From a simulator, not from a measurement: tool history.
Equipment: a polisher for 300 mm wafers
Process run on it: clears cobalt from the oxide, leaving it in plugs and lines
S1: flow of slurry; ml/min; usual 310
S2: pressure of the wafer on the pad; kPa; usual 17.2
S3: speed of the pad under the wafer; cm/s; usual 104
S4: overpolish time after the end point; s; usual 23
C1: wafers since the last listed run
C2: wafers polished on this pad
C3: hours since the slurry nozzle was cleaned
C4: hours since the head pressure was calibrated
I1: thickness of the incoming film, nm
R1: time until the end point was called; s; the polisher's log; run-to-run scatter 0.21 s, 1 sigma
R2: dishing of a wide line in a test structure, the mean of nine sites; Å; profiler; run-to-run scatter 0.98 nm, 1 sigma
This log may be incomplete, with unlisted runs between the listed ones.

run	hour	S1	S2	S3	S4	C1	C2	C3	C4	I1	R1	R2
1	0.0	395	17.2	104	23	0	1664	158.0	795.7	159.1	24.7	619
2	81.8	395	17.2	104	23	817	2482	239.8	877.5	161.1	25.4	602
# hour 117.7: head pressure recalibrated
3	170.1	310	20.7	104	23	862	3344	328.1	52.4	157.3	22.0	640
# hour 204.5: worn pad replaced by a new one
# hour 214.6: slurry nozzle cleaned
4	390.4	225	17.2	104	23	2152	1848	175.8	272.7	163.0	27.3	597
5	455.3	310	17.2	104	23	648	2497	240.7	337.6	161.0	25.9	596
6	569.3	310	17.2	114	23	1139	3637	354.7	451.6	161.0	25.1	593
# hour 574.3: worn pad replaced by a new one
# hour 604.1: slurry nozzle cleaned
7	641.8	310	17.2	104	23	674	665	37.7	524.1	157.1	24.0	607
8	713.5	310	17.2	104	34	716	1381	109.4	595.8	163.0	25.8	673
9	765.1	310	17.2	104	23	515	1897	161.0	647.4	161.1	25.7	608
10	833.3	310	13.1	104	23	681	2579	229.2	715.6	160.3	32.5	554
11	895.4	310	12.4	104	31	620	3200	291.3	777.7	158.9	34.3	600
# hour 909.8: worn pad replaced by a new one
12	950.7	310	17.2	104	23	512	408	346.6	833.0	159.5	25.4	607
13	1005.4	310	17.2	120	28	546	955	401.3	887.7	160.1	23.1	660
# hour 1051.8: head pressure recalibrated
# hour 1070.6: slurry nozzle cleaned
14	1085.0	345	17.2	104	23	765	1721	14.4	33.2	161.2	24.6	605
15	1156.5	350	21.4	104	28	714	2436	85.9	104.7	161.6	21.0	669
16	1216.0	240	17.2	104	28	594	3031	145.4	164.2	163.0	26.9	619
# hour 1291.6: worn pad replaced by a new one
17	1317.6	310	13.1	104	14	975	260	247.0	265.8	162.6	31.8	415
18	1411.1	310	17.2	114	23	934	1195	340.5	359.3	159.6	24.3	624
19	1453.5	310	17.2	140	23	423	1619	382.9	401.7	161.3	20.8	641
20	1495.3	250	20.7	126	11	417	2036	424.7	443.5	158.1	19.5	487
# hour 1529.9: slurry nozzle cleaned
21	1575.9	310	17.2	80	23	795	2832	46.0	524.1	161.5	30.1	554
22	1656.4	310	20.0	104	23	804	3637	126.5	604.6	157.6	22.4	624
# hour 1682.6: worn pad replaced by a new one
23	1714.4	205	22.1	90	14	539	318	184.5	662.6	159.8	22.5	517
24	1771.4	405	17.2	104	23	569	888	241.5	719.6	159.5	24.7	622
25	1858.4	310	17.2	104	23	869	1757	328.5	806.6	161.3	26.0	604
# hour 1903.9: slurry nozzle cleaned
26	1909.2	310	23.4	104	23	497	2255	5.3	857.4	158.0	18.7	671

Predict each of these 4 candidate next runs independently; none follows another, all start after run 26:
A	1909.6	310	17.2	104	23	3	2259	5.7	857.8	162.5	?	?
B	1909.6	205	20.0	130	33	3	2259	5.7	857.8	162.5	?	?
C	1909.6	310	17.2	128	36	3	2259	5.7	857.8	162.5	?	?
D	1909.6	215	22.1	128	10	3	2259	5.7	857.8	162.5	?	?

run	R1	R2
A	25.2	600
B	19.6	690
C	21.9	689
D	18.1	478
Stripped of hidden state, with their random variation kept, the same runs would have yielded:
run	R1	R2
A	24.6	606
B	19.1	692
C	21.4	691
D	17.6	485
